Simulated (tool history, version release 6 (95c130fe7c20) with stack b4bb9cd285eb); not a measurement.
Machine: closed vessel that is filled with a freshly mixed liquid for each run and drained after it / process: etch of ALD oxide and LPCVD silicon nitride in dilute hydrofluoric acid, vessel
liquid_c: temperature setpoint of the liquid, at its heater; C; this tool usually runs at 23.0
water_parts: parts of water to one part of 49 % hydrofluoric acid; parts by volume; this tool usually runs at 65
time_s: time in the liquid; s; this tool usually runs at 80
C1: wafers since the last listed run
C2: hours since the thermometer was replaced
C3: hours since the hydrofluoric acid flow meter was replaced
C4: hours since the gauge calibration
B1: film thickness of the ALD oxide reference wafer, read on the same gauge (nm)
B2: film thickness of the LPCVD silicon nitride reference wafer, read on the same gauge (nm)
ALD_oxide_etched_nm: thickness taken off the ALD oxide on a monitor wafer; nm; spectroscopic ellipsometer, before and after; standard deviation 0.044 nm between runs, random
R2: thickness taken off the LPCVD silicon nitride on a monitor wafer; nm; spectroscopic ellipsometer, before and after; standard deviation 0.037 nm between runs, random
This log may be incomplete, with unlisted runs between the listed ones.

Run 1, hour 0.0: usual settings but liquid_c 26.0 C; C1 0; C2 1277.6; C3 1994.3; C4 63.8; B1 140.03; B2 110.026. Result: ALD_oxide_etched_nm 12.49 nm, R2 0.659 nm.
Run 2, hour 23.3: usual settings but liquid_c 26.0 C; C1 3127; C2 1300.9; C3 2017.6; C4 87.1; B1 140.02; B2 110.003. Result: ALD_oxide_etched_nm 12.62 nm, R2 0.637 nm.
Run 3, hour 40.7: usual settings but liquid_c 26.0 C; C1 2335; C2 1318.3; C3 2035.0; C4 104.5; B1 140.00; B2 110.028. Result: ALD_oxide_etched_nm 12.52 nm, R2 0.617 nm.
Run 4, hour 73.2: usual settings; C1 4362; C2 1350.8; C3 2067.5; C4 137.0; B1 140.00; B2 109.980. Result: ALD_oxide_etched_nm 11.13 nm, R2 0.488 nm.
Run 5, hour 89.3: usual settings; C1 2161; C2 1366.9; C3 2083.6; C4 153.1; B1 140.02; B2 109.997. Result: ALD_oxide_etched_nm 11.15 nm, R2 0.496 nm.
Run 6, hour 118.2: usual settings; C1 3879; C2 1395.8; C3 2112.5; C4 182.0; B1 140.01; B2 110.028. Result: ALD_oxide_etched_nm 10.96 nm, R2 0.530 nm.
Run 7, hour 139.4: usual settings; C1 2845; C2 1417.0; C3 2133.7; C4 203.2; B1 140.01; B2 110.004. Result: ALD_oxide_etched_nm 11.07 nm, R2 0.489 nm.
At hour 149.7: gauge calibrated.
Run 8, hour 151.9: usual settings; C1 1677; C2 1429.5; C3 2146.2; C4 2.2; B1 140.01; B2 109.992. Result: ALD_oxide_etched_nm 11.05 nm, R2 0.563 nm.
Run 9, hour 166.8: usual settings but time_s 45 s; C1 2000; C2 1444.4; C3 2161.1; C4 17.1; B1 139.98; B2 109.952. Result: ALD_oxide_etched_nm 6.19 nm, R2 0.277 nm.
Run 10, hour 227.6: usual settings; C1 8161; C2 1505.2; C3 2221.9; C4 77.9; B1 139.97; B2 109.972. Result: ALD_oxide_etched_nm 10.97 nm, R2 0.559 nm.
Run 11, hour 243.8: usual settings but liquid_c 19.0 C, time_s 120 s; C1 2174; C2 1521.4; C3 2238.1; C4 94.1; B1 140.01; B2 109.985. Result: ALD_oxide_etched_nm 13.99 nm, R2 0.560 nm.
At hour 256.0: hydrofluoric acid flow meter replaced.
Run 12, hour 266.9: usual settings; C1 2966; C2 1544.5; C3 10.9; C4 117.2; B1 140.04; B2 109.977. Result: ALD_oxide_etched_nm 12.70 nm, R2 0.515 nm.
At hour 282.4: thermometer replaced.
Run 13, hour 287.0: usual settings but liquid_c 21.5 C, time_s 35 s; C1 2563; C2 4.6; C3 31.0; C4 137.3; B1 139.99; B2 109.989. Result: ALD_oxide_etched_nm 5.25 nm, R2 0.225 nm.
Run 14, hour 302.4: usual settings but liquid_c 28.0 C, water_parts 90 parts by volume; C1 2067; C2 20.0; C3 46.4; C4 152.7; B1 139.98; B2 110.021. Result: ALD_oxide_etched_nm 10.80 nm, R2 0.551 nm.
Run 15, hour 336.8: usual settings but water_parts 90 parts by volume; C1 4617; C2 54.4; C3 80.8; C4 187.1; B1 140.03; B2 110.037. Result: ALD_oxide_etched_nm 8.88 nm, R2 0.424 nm.
Run 16, hour 355.2: usual settings but water_parts 85 parts by volume, time_s 95 s; C1 2469; C2 72.8; C3 99.2; C4 205.5; B1 140.00; B2 110.023. Result: ALD_oxide_etched_nm 11.26 nm, R2 0.558 nm.

4 options for the next run, each taken on its own from the tool as it stands now. Forecast them:
Run A, hour 355.9: usual settings but liquid_c 18.0 C; C1 93; C2 73.5; C3 99.9; C4 206.2; B1 ?; B2 ?. Result: ALD_oxide_etched_nm ?, R2 ?.
Run B, hour 355.9: usual settings but time_s 40 s; C1 93; C2 73.5; C3 99.9; C4 206.2; B1 ?; B2 ?. Result: ALD_oxide_etched_nm ?, R2 ?.
Run C, hour 355.9: usual settings but liquid_c 25.5 C, water_parts 75 parts by volume, time_s 95 s; C1 93; C2 73.5; C3 99.9; C4 206.2; B1 ?; B2 ?. Result: ALD_oxide_etched_nm ?, R2 ?.
Run D, hour 355.9: usual settings but liquid_c 20.5 C, water_parts 75 parts by volume; C1 93; C2 73.5; C3 99.9; C4 206.2; B1 ?; B2 ?. Result: ALD_oxide_etched_nm ?, R2 ?.

run      B1       B2  ALD_oxide_etched_nm     R2
  A  140.01  109.956                10.24  0.411
  B  140.01  109.956                 6.31  0.290
  C  140.01  109.956                14.19  0.706
  D  140.01  109.956                 9.75  0.425
The same runs, with their run-to-run variation unchanged, on a tool lacking any hidden condition would have given:
run  ALD_oxide_etched_nm     R2
  A                10.39  0.416
  B                 6.40  0.293
  C                14.39  0.715
  D                 9.89  0.430
